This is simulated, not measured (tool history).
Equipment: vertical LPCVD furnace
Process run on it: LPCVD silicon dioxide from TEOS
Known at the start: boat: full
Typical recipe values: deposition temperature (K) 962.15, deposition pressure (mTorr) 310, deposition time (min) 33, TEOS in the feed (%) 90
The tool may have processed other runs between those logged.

run   hour  deposition temperature (K)  deposition pressure (mTorr)  deposition time (min)  TEOS in the feed (%)  read-back reference wafer on the same gauge, thickness  film thickness on the monitor wafer in the middle of the boat (nm)
  1      0                      962.15                          310                     33                    90                                                  258.12                                                              265.27
  2   64.1                      962.15                          310                     33                    90                                                  257.95                                                               264.4
  3   88.6                      962.15                          310                     33                    90                                                  258.04                                                              262.36
  4  159.7                      962.15                          310                     43                    90                                                  257.94                                                              347.83
  5  186.6                      962.15                          310                     43                    90                                                  258.52                                                              347.15
  6  245.8                      962.15                          310                     43                    90                                                  258.63                                                              347.14
     287.7  -- pressure gauge zeroed
  7  311.1                      959.15                          310                     33                    90                                                  257.85                                                              246.97
  8  367.3                      962.15                          310                     33                    81                                                  257.64                                                              256.98
       445  -- thermocouples replaced and temperature profile calibrated
  9  445.5                      962.15                          310                     33                    81                                                  258.03                                                              234.98
 10  464.4                      962.15                          310                     33                    81                                                   258.3                                                              236.65
 11  529.1                      952.15                          310                     33                    97                                                  258.18                                                              204.31
 12  557.7                      966.15                          335                     33                    90                                                   258.4                                                              284.02
     564.1  -- gauge calibrated
     595.1  -- TEOS flow controller replaced
 13  595.6                      962.15                          310                     33                    90                                                  258.35                                                              250.38
 14    629                      962.15                          310                   24.5                    97                                                  258.27                                                              192.63
 15  686.5                      962.15                          310                     46                    90                                                  258.24                                                              350.82
 16    732                      953.15                          310                   23.5                    90                                                  258.04                                                              144.39
 17  771.5                      962.15                          285                     33                    90                                                  257.74                                                              241.49
 18  818.7                      962.15                          310                   29.5                    90                                                  257.75                                                              224.18
 19  860.7                      962.15                          310                     33                    90                                                  257.72                                                               251.4

How would selected steps in film thickness on the monitor wafer in the middle of the boat (nm) from run to run divide? Give the signed amount a tool lacking its hidden state would still show from settings, what came in and random variation, and the signed amount left for the hidden state, including any gauge scatter that is not in both of the compared results.
The hidden state here: true tube temperature minus thermocouple reading, K; true pressure minus gauge reading, mTorr; deviation of the TEOS flow from its setpoint, %; gauge reads high (%).
Run 8 -> 9: thermocouples replaced and temperature profile calibrated. film thickness on the monitor wafer in the middle of the boat (nm) -22: hidden state -18.56, all else -3.44.
Run 15 -> 16: deposition temperature (K) 962.15 -> 953.15, deposition time (min) 46 -> 23.5. film thickness on the monitor wafer in the middle of the boat (nm) -206.43: hidden state -4.5, all else -201.93.
